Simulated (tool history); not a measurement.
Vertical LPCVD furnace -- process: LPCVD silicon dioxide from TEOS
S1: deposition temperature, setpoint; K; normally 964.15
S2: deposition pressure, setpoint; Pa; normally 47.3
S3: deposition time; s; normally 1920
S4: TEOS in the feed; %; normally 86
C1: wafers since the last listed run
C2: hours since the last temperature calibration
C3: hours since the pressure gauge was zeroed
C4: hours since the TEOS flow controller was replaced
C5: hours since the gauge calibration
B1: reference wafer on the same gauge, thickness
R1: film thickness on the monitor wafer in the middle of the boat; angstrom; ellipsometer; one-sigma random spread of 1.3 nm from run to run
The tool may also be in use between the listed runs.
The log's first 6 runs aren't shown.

Run 7, day 10.171: usual settings but S1 970.15 K; C1 358; C2 4048.3; C3 2158.5; C4 178; C5 1208.1; B1 219.44. Result: R1 2734.4 angstrom.
Run 8, day 11.038: usual settings but S1 970.15 K; C1 412; C2 4069.1; C3 2179.3; C4 198.8; C5 1228.9; B1 219.45. Result: R1 2704.4 angstrom.
At day 11.212: gauge calibrated.
At day 15.358: pressure gauge zeroed.
Run 9, day 15.379: usual settings but S1 958.15 K, S2 39.3 Pa, S3 2580 s, S4 94 %; C1 1589; C2 4173.3; C3 0.5; C4 303; C5 100; B1 224.81. Result: R1 2676.1 angstrom.
Run 10, day 15.567: usual settings but S1 957.15 K, S4 97 %; C1 89; C2 4177.8; C3 5; C4 307.5; C5 104.5; B1 223.32. Result: R1 2169.2 angstrom.
Run 11, day 16.138: usual settings but S1 961.15 K, S2 56 Pa, S3 1590 s, S4 70 %; C1 271; C2 4191.5; C3 18.7; C4 321.2; C5 118.2; B1 223.64. Result: R1 1818.3 angstrom.
Run 12, day 17.083: usual settings but S3 2580 s; C1 449; C2 4214.2; C3 41.4; C4 343.9; C5 140.9; B1 224.18. Result: R1 3264.1 angstrom.
Run 13, day 17.725: usual settings but S2 43.3 Pa, S3 2130 s, S4 80 %; C1 305; C2 4229.6; C3 56.8; C4 359.3; C5 156.3; B1 224.35. Result: R1 2502 angstrom.
Run 14, day 20.129: usual settings but S3 2460 s, S4 76 %; C1 1143; C2 4287.3; C3 114.5; C4 417; C5 214; B1 224.14. Result: R1 2898.3 angstrom.
Run 15, day 20.983: usual settings but S4 95 %; C1 406; C2 4307.8; C3 135; C4 437.5; C5 234.5; B1 224.33. Result: R1 2529.7 angstrom.
At day 22.696: thermocouples replaced and temperature profile calibrated.
Run 16, day 22.717: usual settings but S1 959.15 K, S2 52.7 Pa, S4 82 %; C1 348; C2 0.5; C3 176.6; C4 479.1; C5 276.1; B1 223.37. Result: R1 2217.6 angstrom.
Run 17, day 22.904: usual settings but S3 1680 s; C1 89; C2 5; C3 181.1; C4 483.6; C5 280.6; B1 224.12. Result: R1 2108.9 angstrom.
Run 18, day 23.925: usual settings but S4 95 %; C1 485; C2 29.5; C3 205.6; C4 508.1; C5 305.1; B1 223.28. Result: R1 2542.2 angstrom.
Run 19, day 25.133: usual settings but S2 56.7 Pa, S3 1170 s; C1 574; C2 58.5; C3 234.6; C4 537.1; C5 334.1; B1 223.02. Result: R1 1610.2 angstrom.
Run 20, day 26.125: usual settings but S2 42 Pa, S4 97 %; C1 471; C2 82.3; C3 258.4; C4 560.9; C5 357.9; B1 222.46. Result: R1 2419 angstrom.
Run 21, day 27.4: usual settings but S1 956.15 K, S4 79 %; C1 606; C2 112.9; C3 289; C4 591.5; C5 388.5; B1 223.21. Result: R1 1916 angstrom.
Run 22, day 28.729: usual settings but S2 50.7 Pa, S3 2430 s; C1 632; C2 144.8; C3 320.9; C4 623.4; C5 420.4; B1 222.54. Result: R1 3161.6 angstrom.
Run 23, day 29.746: usual settings; C1 483; C2 169.2; C3 345.3; C4 647.8; C5 444.8; B1 222.62. Result: R1 2433.8 angstrom.
Run 24, day 30.942: usual settings but S2 38.7 Pa, S3 2580 s; C1 568; C2 197.9; C3 374; C4 676.5; C5 473.5; B1 222.83. Result: R1 2903.7 angstrom.

Predict the results of run 25:
Run 25, day 31.592: usual settings but S1 954.15 K, S2 40.7 Pa; C1 309; C2 213.5; C3 389.6; C4 692.1; C5 489.1; B1 ?. Result: R1 ?.

Run 25 yielded B1 222.56, R1 1746.6 angstrom.
Were there no unlogged condition in the tool, this run, its random variation unchanged, would have produced R1 1766.8 angstrom.
